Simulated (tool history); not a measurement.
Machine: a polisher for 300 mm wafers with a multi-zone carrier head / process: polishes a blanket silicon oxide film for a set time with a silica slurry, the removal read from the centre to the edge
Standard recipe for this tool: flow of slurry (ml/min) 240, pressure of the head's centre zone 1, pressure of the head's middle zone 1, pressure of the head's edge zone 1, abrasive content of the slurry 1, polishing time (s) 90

| run | hour | flow of slurry (ml/min) | pressure of the head's centre zone | pressure of the head's middle zone | pressure of the head's edge zone | abrasive content of the slurry | polishing time (s) | incoming thickness of the incoming film, nm | film removed at the wafer's centre (angstrom) | film removed at mid-radius (angstrom) | film removed at the wafer's edge (angstrom) |
|---|---|---|---|---|---|---|---|---|---|---|---|
| 1 | 0 | 240 | 1 | 0.94 | 0.93 | 1 | 90 | 839.4 | 2303 | 2143 | 2317 |
| 2 | 16 | 240 | 1 | 1 | 1 | 1 | 90 | 837.6 | 2303 | 2271 | 2377 |
| 3 | 46.2 | 240 | 1 | 1 | 1 | 1 | 90 | 851.1 | 2252 | 2257 | 2330 |
|  | 52.6 | worn pad replaced by a new one |
| 4 | 75.8 | 240 | 1 | 1 | 1 | 1 | 90 | 828.3 | 2395 | 2380 | 2451 |
| 5 | 105.5 | 275 | 1 | 1 | 1 | 1 | 90 | 846.9 | 2371 | 2346 | 2455 |
| 6 | 136.4 | 275 | 1 | 1 | 1 | 1 | 90 | 825.8 | 2358 | 2330 | 2376 |
|  | 158.1 | worn pad replaced by a new one |
| 7 | 158.6 | 240 | 1 | 1 | 1 | 1.15 | 90 | 831.9 | 2742 | 2668 | 2746 |
|  | 185 | slurry nozzle cleaned |
| 8 | 189 | 240 | 1 | 1 | 1 | 1.15 | 90 | 841.7 | 2532 | 2541 | 2585 |
| 9 | 224.1 | 240 | 1 | 1 | 0.92 | 1 | 90 | 844.3 | 2328 | 2304 | 2327 |
|  | 247.8 | worn pad replaced by a new one |
|  | 298.5 | carrier head's membrane replaced by a new one |
| 10 | 301.2 | 240 | 1.09 | 1 | 1 | 1 | 108 | 832.4 | 3067 | 2733 | 2878 |
| 11 | 316.7 | 240 | 1 | 1 | 1 | 0.75 | 68 | 838.1 | 1540 | 1508 | 1555 |
|  | 340.2 | worn pad replaced by a new one |
| 12 | 347 | 240 | 1.12 | 1 | 1 | 0.75 | 90 | 843.7 | 2458 | 2134 | 2277 |
|  | 352.9 | centre zone pressure recalibrated |
|  | 368 | edge zone pressure recalibrated |
| 13 | 370.4 | 240 | 1 | 0.94 | 1 | 0.9 | 90 | 830.1 | 2262 | 2127 | 2262 |
| 14 | 401.1 | 240 | 1 | 1 | 1 | 0.7 | 90 | 847.1 | 1948 | 1939 | 1959 |
| 15 | 424.4 | 240 | 0.96 | 1.11 | 1 | 1 | 72 | 832.1 | 1736 | 1980 | 1867 |
|  | 439 | worn pad replaced by a new one |
|  | 482.3 | slurry nozzle cleaned |
| 16 | 510.6 | 240 | 1 | 0.94 | 1 | 0.9 | 90 | 837.9 | 2218 | 2045 | 2305 |

Same runs, no hidden state in the tool, same run-to-run variation:
The hidden state here: removal rate lost through wear of the pad, %; slurry flow missing at the pad, %; deviation of the centre zone's pressure from its setpoint, %; deviation of the edge zone's pressure from its setpoint, %.
| run | film removed at the wafer's centre (angstrom) | film removed at mid-radius (angstrom) | film removed at the wafer's edge (angstrom) |
|---|---|---|---|
| 1 | 2546 | 2368 | 2561 |
| 2 | 2563 | 2528 | 2645 |
| 3 | 2523 | 2529 | 2611 |
| 4 | 2546 | 2530 | 2606 |
| 5 | 2608 | 2580 | 2699 |
| 6 | 2631 | 2600 | 2652 |
| 7 | 2750 | 2676 | 2754 |
| 8 | 2707 | 2716 | 2763 |
| 9 | 2563 | 2537 | 2563 |
| 10 | 3374 | 3006 | 3166 |
| 11 | 1710 | 1673 | 1726 |
| 12 | 2533 | 2200 | 2346 |
| 13 | 2440 | 2295 | 2440 |
| 14 | 2162 | 2152 | 2174 |
| 15 | 1945 | 2219 | 2092 |
| 16 | 2450 | 2259 | 2546 |
